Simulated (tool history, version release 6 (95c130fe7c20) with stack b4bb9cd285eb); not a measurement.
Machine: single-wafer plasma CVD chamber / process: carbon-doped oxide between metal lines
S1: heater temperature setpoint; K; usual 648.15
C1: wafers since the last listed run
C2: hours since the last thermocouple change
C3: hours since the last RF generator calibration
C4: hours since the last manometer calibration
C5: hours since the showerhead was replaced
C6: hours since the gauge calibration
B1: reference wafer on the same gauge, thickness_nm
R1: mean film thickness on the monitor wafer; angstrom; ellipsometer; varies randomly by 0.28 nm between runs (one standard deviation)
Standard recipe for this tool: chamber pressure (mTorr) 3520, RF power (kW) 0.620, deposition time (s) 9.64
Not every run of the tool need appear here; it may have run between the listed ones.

run 1 hour=0.0 | S1=648.15 chamber_pressure_(mTorr)=3520 RF_power_(kW)=0.620 deposition_time_(s)=9.64 | C1=0 C2=407.8 C3=260.9 C4=227.3 C5=3584.0 C6=1817.6 | B1=56.791 | R1=530.85
run 2 hour=80.8 | S1=648.15 chamber_pressure_(mTorr)=3520 RF_power_(kW)=0.620 deposition_time_(s)=9.64 | C1=1863 C2=488.6 C3=341.7 C4=308.1 C5=3664.8 C6=1898.4 | B1=56.728 | R1=538.78
run 3 hour=171.7 | S1=648.15 chamber_pressure_(mTorr)=3520 RF_power_(kW)=0.620 deposition_time_(s)=9.64 | C1=2096 C2=579.5 C3=432.6 C4=399.0 C5=3755.7 C6=1989.3 | B1=56.767 | R1=537.40
run 4 hour=208.6 | S1=648.15 chamber_pressure_(mTorr)=3210 RF_power_(kW)=0.620 deposition_time_(s)=9.64 | C1=851 C2=616.4 C3=469.5 C4=435.9 C5=3792.6 C6=2026.2 | B1=56.776 | R1=533.56
run 5 hour=248.1 | S1=648.15 chamber_pressure_(mTorr)=3520 RF_power_(kW)=0.620 deposition_time_(s)=9.64 | C1=910 C2=655.9 C3=509.0 C4=475.4 C5=3832.1 C6=2065.7 | B1=56.855 | R1=540.72
run 6 hour=347.6 | S1=648.15 chamber_pressure_(mTorr)=3520 RF_power_(kW)=0.620 deposition_time_(s)=9.64 | C1=2294 C2=755.4 C3=608.5 C4=574.9 C5=3931.6 C6=2165.2 | B1=56.822 | R1=533.22
run 7 hour=393.1 | S1=648.15 chamber_pressure_(mTorr)=3520 RF_power_(kW)=0.620 deposition_time_(s)=9.64 | C1=1049 C2=800.9 C3=654.0 C4=620.4 C5=3977.1 C6=2210.7 | B1=56.879 | R1=530.98
run 8 hour=447.1 | S1=648.15 chamber_pressure_(mTorr)=3520 RF_power_(kW)=0.620 deposition_time_(s)=10.79 | C1=1245 C2=854.9 C3=708.0 C4=674.4 C5=4031.1 C6=2264.7 | B1=56.815 | R1=603.11
run 9 hour=514.2 | S1=648.15 chamber_pressure_(mTorr)=2830 RF_power_(kW)=0.620 deposition_time_(s)=9.64 | C1=1547 C2=922.0 C3=775.1 C4=741.5 C5=4098.2 C6=2331.8 | B1=56.809 | R1=532.25
run 10 hour=610.0 | S1=648.15 chamber_pressure_(mTorr)=2830 RF_power_(kW)=0.620 deposition_time_(s)=9.64 | C1=2209 C2=1017.8 C3=870.9 C4=837.3 C5=4194.0 C6=2427.6 | B1=56.901 | R1=522.12
run 11 hour=649.1 | S1=648.15 chamber_pressure_(mTorr)=3520 RF_power_(kW)=0.620 deposition_time_(s)=9.64 | C1=901 C2=1056.9 C3=910.0 C4=876.4 C5=4233.1 C6=2466.7 | B1=56.817 | R1=535.86
-- hour=680.0 gauge calibrated
run 12 hour=721.1 | S1=648.15 chamber_pressure_(mTorr)=3520 RF_power_(kW)=0.620 deposition_time_(s)=9.64 | C1=1660 C2=1128.9 C3=982.0 C4=948.4 C5=4305.1 C6=41.1 | B1=56.815 | R1=537.63
-- hour=732.8 showerhead replaced
-- hour=818.3 RF generator calibrated
run 13 hour=819.1 | S1=648.15 chamber_pressure_(mTorr)=3520 RF_power_(kW)=0.620 deposition_time_(s)=9.64 | C1=1891 C2=1226.9 C3=0.8 C4=1046.4 C5=86.3 C6=139.1 | B1=56.770 | R1=535.09
run 14 hour=881.8 | S1=648.15 chamber_pressure_(mTorr)=3520 RF_power_(kW)=0.620 deposition_time_(s)=9.64 | C1=1446 C2=1289.6 C3=63.5 C4=1109.1 C5=149.0 C6=201.8 | B1=56.731 | R1=537.31
-- hour=973.8 thermocouple changed; heater temperature recalibrated
run 15 hour=974.3 | S1=648.15 chamber_pressure_(mTorr)=3520 RF_power_(kW)=0.620 deposition_time_(s)=8.37 | C1=1948 C2=0.5 C3=156.0 C4=1201.6 C5=241.5 C6=294.3 | B1=56.801 | R1=466.78
run 16 hour=1041.9 | S1=643.15 chamber_pressure_(mTorr)=3520 RF_power_(kW)=0.620 deposition_time_(s)=10.27 | C1=1559 C2=68.1 C3=223.6 C4=1269.2 C5=309.1 C6=361.9 | B1=56.904 | R1=573.82
run 17 hour=1122.0 | S1=648.15 chamber_pressure_(mTorr)=3920 RF_power_(kW)=0.620 deposition_time_(s)=9.64 | C1=1847 C2=148.2 C3=303.7 C4=1349.3 C5=389.2 C6=442.0 | B1=56.807 | R1=542.05
-- hour=1188.2 capacitance manometer re-zeroed and calibrated
run 18 hour=1188.7 | S1=648.15 chamber_pressure_(mTorr)=3520 RF_power_(kW)=0.620 deposition_time_(s)=9.64 | C1=1353 C2=214.9 C3=370.4 C4=0.5 C5=455.9 C6=508.7 | B1=56.832 | R1=540.10
run 19 hour=1240.6 | S1=634.15 chamber_pressure_(mTorr)=4250 RF_power_(kW)=0.620 deposition_time_(s)=9.64 | C1=1196 C2=266.8 C3=422.3 C4=52.4 C5=507.8 C6=560.6 | B1=56.794 | R1=559.25
run 20 hour=1299.4 | S1=648.15 chamber_pressure_(mTorr)=3520 RF_power_(kW)=0.620 deposition_time_(s)=9.64 | C1=1356 C2=325.6 C3=481.1 C4=111.2 C5=566.6 C6=619.4 | B1=56.805 | R1=538.93
run 21 hour=1391.0 | S1=648.15 chamber_pressure_(mTorr)=3520 RF_power_(kW)=0.560 deposition_time_(s)=11.10 | C1=2112 C2=417.2 C3=572.7 C4=202.8 C5=658.2 C6=711.0 | B1=56.963 | R1=585.47
run 22 hour=1660.2 | S1=648.15 chamber_pressure_(mTorr)=3520 RF_power_(kW)=0.620 deposition_time_(s)=9.64 | C1=6208 C2=686.4 C3=841.9 C4=472.0 C5=927.4 C6=980.2 | B1=56.764 | R1=532.22
run 23 hour=1721.0 | S1=648.15 chamber_pressure_(mTorr)=3520 RF_power_(kW)=0.620 deposition_time_(s)=9.64 | C1=1402 C2=747.2 C3=902.7 C4=532.8 C5=988.2 C6=1041.0 | B1=56.875 | R1=533.71
run 24 hour=1763.9 | S1=648.15 chamber_pressure_(mTorr)=3520 RF_power_(kW)=0.620 deposition_time_(s)=9.64 | C1=989 C2=790.1 C3=945.6 C4=575.7 C5=1031.1 C6=1083.9 | B1=56.853 | R1=540.46
run 25 hour=1811.6 | S1=656.15 chamber_pressure_(mTorr)=3520 RF_power_(kW)=0.620 deposition_time_(s)=9.64 | C1=1100 C2=837.8 C3=993.3 C4=623.4 C5=1078.8 C6=1131.6 | B1=56.768 | R1=522.29
run 26 hour=1860.6 | S1=648.15 chamber_pressure_(mTorr)=2660 RF_power_(kW)=0.685 deposition_time_(s)=8.53 | C1=1130 C2=886.8 C3=1042.3 C4=672.4 C5=1127.8 C6=1180.6 | B1=56.871 | R1=490.39
run 27 hour=1908.0 | S1=661.15 chamber_pressure_(mTorr)=3090 RF_power_(kW)=0.520 deposition_time_(s)=11.35 | C1=1093 C2=934.2 C3=1089.7 C4=719.8 C5=1175.2 C6=1228.0 | B1=56.743 | R1=551.55
run 28 hour=1951.4 | S1=648.15 chamber_pressure_(mTorr)=3520 RF_power_(kW)=0.620 deposition_time_(s)=9.64 | C1=1000 C2=977.6 C3=1133.1 C4=763.2 C5=1218.6 C6=1271.4 | B1=56.794 | R1=534.93

For each entry between runs, how does the tool's hidden state at the last listed run before it compare with that at the first listed run after it?
Logged between run 11 and run 12: gauge calibrated (hour 680.0)
  the hidden state is the same at both runs
Logged between run 12 and run 13: showerhead replaced (hour 732.8); RF generator calibrated (hour 818.3)
  the hidden state is the same at both runs
Logged between run 14 and run 15: thermocouple changed; heater temperature recalibrated (hour 973.8)
  the hidden state is the same at both runs
Logged between run 17 and run 18: capacitance manometer re-zeroed and calibrated (hour 1188.2)
  the hidden state is the same at both runs
